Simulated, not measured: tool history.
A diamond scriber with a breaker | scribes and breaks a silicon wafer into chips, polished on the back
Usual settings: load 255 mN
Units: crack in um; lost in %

run,day,load,"incoming depth of the damage left on the back of the incoming wafer, um",crack,lost
1,0,315,0.05,7.6,0.52
2,0.708,315,0.02,7.57,0.51
# day 1.175: diamond tip replaced by a new one
3,1.588,315,0.02,8.02,1.05
4,2.458,273,0.01,7.06,0.6
5,3.008,255,0.03,6.77,1.67
6,4.312,255,0.04,6.66,1.77
7,5.038,255,0.01,6.6,1.78
8,6.329,255,0.03,6.55,2.28
9,7.696,185,0.05,5.02,18.5
# day 8.462: load on the tip recalibrated
10,9.096,255,0.04,6.96,0.98
11,9.662,297,0.03,7.87,0.84
12,10.225,326,0.04,8.3,1.74
13,10.833,184,0.02,5.15,15.73
# day 11.142: diamond tip replaced by a new one
14,12.25,236,0.05,6.82,1.38

The next listed run, before its measurement:
15,13.258,287,0.02,?,?

Run 15 gave crack 7.81 um, lost 0.91 %.
Without the tool's hidden state the same run would have given crack 8.05 um, lost 1.47 %.
